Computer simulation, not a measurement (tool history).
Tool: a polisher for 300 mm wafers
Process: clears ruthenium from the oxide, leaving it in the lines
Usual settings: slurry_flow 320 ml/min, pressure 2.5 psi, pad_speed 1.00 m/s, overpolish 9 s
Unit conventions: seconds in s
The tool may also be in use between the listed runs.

run,hour,slurry_flow,pressure,pad_speed,overpolish,"incoming thickness of the incoming film, nm",seconds
1,0.0,320,2.5,1.20,9,138.7,98.5
2,20.3,320,2.5,1.20,9,140.1,98.9
# hour 34.8: worn pad replaced by a new one
3,36.5,320,2.5,1.20,9,143.0,101.0
4,48.6,320,2.5,1.00,12,137.5,113.3
5,77.5,320,2.5,1.00,9,141.9,116.1
6,95.3,320,2.5,1.00,9,138.5,113.8
7,125.9,320,2.5,1.00,9,142.5,117.3
8,140.0,320,2.5,1.00,9,139.1,115.0
# hour 151.4: worn pad replaced by a new one
9,166.0,320,2.5,1.00,9,140.0,115.5
10,184.9,320,2.5,1.00,9,137.4,113.7
# hour 200.2: slurry nozzle cleaned
11,243.2,320,2.5,1.00,9,139.9,119.0
12,273.2,320,2.5,1.00,9,141.4,118.3
13,287.0,380,3.4,1.00,7,141.1,89.9
# hour 304.1: worn pad replaced by a new one
14,315.6,320,2.5,1.20,9,140.5,103.5
15,351.3,375,2.5,1.30,9,141.7,98.3
16,383.7,320,1.9,1.00,9,143.1,153.6
# hour 425.2: worn pad replaced by a new one
# hour 430.3: slurry nozzle cleaned
17,442.5,320,2.5,1.32,7,138.5,96.3
18,466.5,385,2.5,1.00,9,141.1,119.5
19,479.7,320,2.5,1.00,13,138.5,119.7
20,504.1,320,2.5,1.00,9,139.1,119.9

Run 21 comes next. What will it give?
# hour 513.0: head pressure recalibrated
21,528.5,320,2.5,1.00,9,138.3,?

seconds: 107.1 s
The same run, on a tool lacking any hidden state, would have yielded seconds 108.9 s.
